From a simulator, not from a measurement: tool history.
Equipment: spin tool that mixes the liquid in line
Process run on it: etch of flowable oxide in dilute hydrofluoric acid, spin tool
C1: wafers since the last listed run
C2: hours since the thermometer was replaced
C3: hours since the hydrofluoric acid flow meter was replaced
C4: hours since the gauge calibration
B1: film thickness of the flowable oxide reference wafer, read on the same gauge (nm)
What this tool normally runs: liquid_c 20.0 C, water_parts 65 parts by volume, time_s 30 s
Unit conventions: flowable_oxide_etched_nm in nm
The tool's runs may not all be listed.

run 1 day=0.000 | liquid_c=20.0 water_parts=65 time_s=20 | C1=0 C2=740.0 C3=101.1 C4=651.1 | B1=70.00 | flowable_oxide_etched_nm=6.93
run 2 day=2.033 | liquid_c=22.5 water_parts=65 time_s=30 | C1=737 C2=788.8 C3=149.9 C4=699.9 | B1=69.99 | flowable_oxide_etched_nm=11.63
-- day=3.758 thermometer replaced
run 3 day=5.238 | liquid_c=20.0 water_parts=65 time_s=30 | C1=1147 C2=35.5 C3=226.8 C4=776.8 | B1=70.01 | flowable_oxide_etched_nm=11.36
run 4 day=8.479 | liquid_c=20.0 water_parts=65 time_s=30 | C1=1176 C2=113.3 C3=304.6 C4=854.6 | B1=69.99 | flowable_oxide_etched_nm=11.38
run 5 day=10.646 | liquid_c=20.0 water_parts=65 time_s=30 | C1=786 C2=165.3 C3=356.6 C4=906.6 | B1=70.00 | flowable_oxide_etched_nm=11.36
run 6 day=15.125 | liquid_c=20.0 water_parts=65 time_s=30 | C1=1625 C2=272.8 C3=464.1 C4=1014.1 | B1=69.99 | flowable_oxide_etched_nm=10.88
run 7 day=19.162 | liquid_c=20.0 water_parts=65 time_s=30 | C1=1465 C2=369.7 C3=561.0 C4=1111.0 | B1=69.99 | flowable_oxide_etched_nm=10.91
-- day=19.575 hydrofluoric acid flow meter replaced
run 8 day=21.992 | liquid_c=20.0 water_parts=55 time_s=30 | C1=1011 C2=437.6 C3=58.0 C4=1178.9 | B1=70.01 | flowable_oxide_etched_nm=12.94
run 9 day=23.496 | liquid_c=20.0 water_parts=90 time_s=40 | C1=545 C2=473.7 C3=94.1 C4=1215.0 | B1=70.02 | flowable_oxide_etched_nm=10.09
run 10 day=27.242 | liquid_c=20.0 water_parts=90 time_s=40 | C1=1359 C2=563.6 C3=184.0 C4=1304.9 | B1=69.99 | flowable_oxide_etched_nm=9.92
run 11 day=29.175 | liquid_c=20.0 water_parts=75 time_s=30 | C1=701 C2=610.0 C3=230.4 C4=1351.3 | B1=69.99 | flowable_oxide_etched_nm=9.19
run 12 day=32.050 | liquid_c=20.0 water_parts=75 time_s=30 | C1=1043 C2=679.0 C3=299.4 C4=1420.3 | B1=70.00 | flowable_oxide_etched_nm=8.95
run 13 day=34.033 | liquid_c=20.0 water_parts=50 time_s=30 | C1=719 C2=726.6 C3=347.0 C4=1467.9 | B1=69.99 | flowable_oxide_etched_nm=13.62
run 14 day=37.412 | liquid_c=20.0 water_parts=50 time_s=30 | C1=1226 C2=807.7 C3=428.1 C4=1549.0 | B1=69.97 | flowable_oxide_etched_nm=13.88
-- day=38.875 thermometer replaced
run 15 day=39.854 | liquid_c=20.0 water_parts=50 time_s=30 | C1=870 C2=23.5 C3=486.7 C4=1607.6 | B1=70.02 | flowable_oxide_etched_nm=15.49
run 16 day=41.704 | liquid_c=20.0 water_parts=80 time_s=30 | C1=671 C2=67.9 C3=531.1 C4=1652.0 | B1=70.01 | flowable_oxide_etched_nm=9.06
run 17 day=45.471 | liquid_c=20.0 water_parts=65 time_s=30 | C1=1366 C2=158.3 C3=621.5 C4=1742.4 | B1=69.99 | flowable_oxide_etched_nm=11.17
-- day=48.108 hydrofluoric acid flow meter replaced
run 18 day=49.854 | liquid_c=23.5 water_parts=80 time_s=40 | C1=1575 C2=263.5 C3=41.9 C4=1847.6 | B1=70.01 | flowable_oxide_etched_nm=13.70
-- day=53.179 gauge calibrated
run 19 day=54.304 | liquid_c=20.0 water_parts=65 time_s=30 | C1=1614 C2=370.3 C3=148.7 C4=27.0 | B1=70.02 | flowable_oxide_etched_nm=10.67
run 20 day=58.796 | liquid_c=25.0 water_parts=65 time_s=30 | C1=1629 C2=478.1 C3=256.5 C4=134.8 | B1=70.01 | flowable_oxide_etched_nm=13.38
run 21 day=61.625 | liquid_c=20.0 water_parts=50 time_s=30 | C1=1026 C2=546.0 C3=324.4 C4=202.7 | B1=70.01 | flowable_oxide_etched_nm=14.17
run 22 day=63.871 | liquid_c=20.0 water_parts=65 time_s=30 | C1=814 C2=599.9 C3=378.3 C4=256.6 | B1=70.00 | flowable_oxide_etched_nm=10.50
run 23 day=67.012 | liquid_c=23.5 water_parts=50 time_s=20 | C1=1139 C2=675.3 C3=453.7 C4=332.0 | B1=70.01 | flowable_oxide_etched_nm=10.63
run 24 day=70.008 | liquid_c=18.0 water_parts=85 time_s=35 | C1=1087 C2=747.2 C3=525.6 C4=403.9 | B1=70.01 | flowable_oxide_etched_nm=8.41
run 25 day=72.492 | liquid_c=17.0 water_parts=55 time_s=30 | C1=901 C2=806.8 C3=585.2 C4=463.5 | B1=70.00 | flowable_oxide_etched_nm=10.90
-- day=74.183 thermometer replaced
run 26 day=74.996 | liquid_c=20.0 water_parts=65 time_s=30 | C1=893 C2=19.5 C3=645.3 C4=523.6 | B1=70.01 | flowable_oxide_etched_nm=11.27
-- day=75.717 hydrofluoric acid flow meter replaced
run 27 day=79.204 | liquid_c=18.5 water_parts=85 time_s=35 | C1=1511 C2=120.5 C3=83.7 C4=624.6 | B1=70.00 | flowable_oxide_etched_nm=9.29
run 28 day=83.629 | liquid_c=20.0 water_parts=65 time_s=30 | C1=1605 C2=226.7 C3=189.9 C4=730.8 | B1=70.02 | flowable_oxide_etched_nm=10.89
run 29 day=86.400 | liquid_c=23.0 water_parts=55 time_s=15 | C1=1005 C2=293.2 C3=256.4 C4=797.3 | B1=70.00 | flowable_oxide_etched_nm=7.50
run 30 day=87.933 | liquid_c=17.5 water_parts=65 time_s=30 | C1=556 C2=330.0 C3=293.2 C4=834.1 | B1=69.98 | flowable_oxide_etched_nm=9.77
run 31 day=90.529 | liquid_c=23.5 water_parts=65 time_s=30 | C1=941 C2=392.3 C3=355.5 C4=896.4 | B1=69.98 | flowable_oxide_etched_nm=12.71
run 32 day=92.446 | liquid_c=18.0 water_parts=75 time_s=30 | C1=695 C2=438.3 C3=401.5 C4=942.4 | B1=69.99 | flowable_oxide_etched_nm=8.45
run 33 day=95.462 | liquid_c=20.0 water_parts=85 time_s=25 | C1=1094 C2=510.7 C3=473.9 C4=1014.8 | B1=69.99 | flowable_oxide_etched_nm=6.64
run 34 day=102.588 | liquid_c=20.0 water_parts=65 time_s=30 | C1=2585 C2=681.7 C3=644.9 C4=1185.8 | B1=70.00 | flowable_oxide_etched_nm=10.24

Across each entry between runs, compare the hidden state at the last listed run before it with the hidden state at the first listed run after it:
Between runs 2 and 3: thermometer replaced (day 3.758)
  liquid colder than its thermometer reads (K): 2.46 -> 0.176
  what was measured, less what the result would be without the hidden state, flowable_oxide_etched_nm: -1.26 -> -0.09 nm
Between runs 7 and 8: hydrofluoric acid flow meter replaced (day 19.575)
  liquid colder than its thermometer reads (K): 1.21 -> 1.42
  what was measured, less what the result would be without the hidden state, flowable_oxide_etched_nm: -0.58 -> -0.81 nm
Between runs 14 and 15: thermometer replaced (day 38.875)
  liquid colder than its thermometer reads (K): 2.57 -> 0.094
  what was measured, less what the result would be without the hidden state, flowable_oxide_etched_nm: -1.62 -> -0.06 nm
Between runs 17 and 18: hydrofluoric acid flow meter replaced (day 48.108)
  liquid colder than its thermometer reads (K): 0.513 -> 0.839
  what was measured, less what the result would be without the hidden state, flowable_oxide_etched_nm: -0.24 -> -0.47 nm
Between runs 18 and 19: gauge calibrated (day 53.179)
  liquid colder than its thermometer reads (K): 0.839 -> 1.17
  what was measured, less what the result would be without the hidden state, flowable_oxide_etched_nm: -0.47 -> -0.54 nm
Between runs 25 and 26: thermometer replaced (day 74.183)
  liquid colder than its thermometer reads (K): 2.53 -> 0.434
  what was measured, less what the result would be without the hidden state, flowable_oxide_etched_nm: -1.28 -> -0.21 nm
Between runs 26 and 27: hydrofluoric acid flow meter replaced (day 75.717)
  liquid colder than its thermometer reads (K): 0.434 -> 0.747
  what was measured, less what the result would be without the hidden state, flowable_oxide_etched_nm: -0.21 -> -0.30 nm

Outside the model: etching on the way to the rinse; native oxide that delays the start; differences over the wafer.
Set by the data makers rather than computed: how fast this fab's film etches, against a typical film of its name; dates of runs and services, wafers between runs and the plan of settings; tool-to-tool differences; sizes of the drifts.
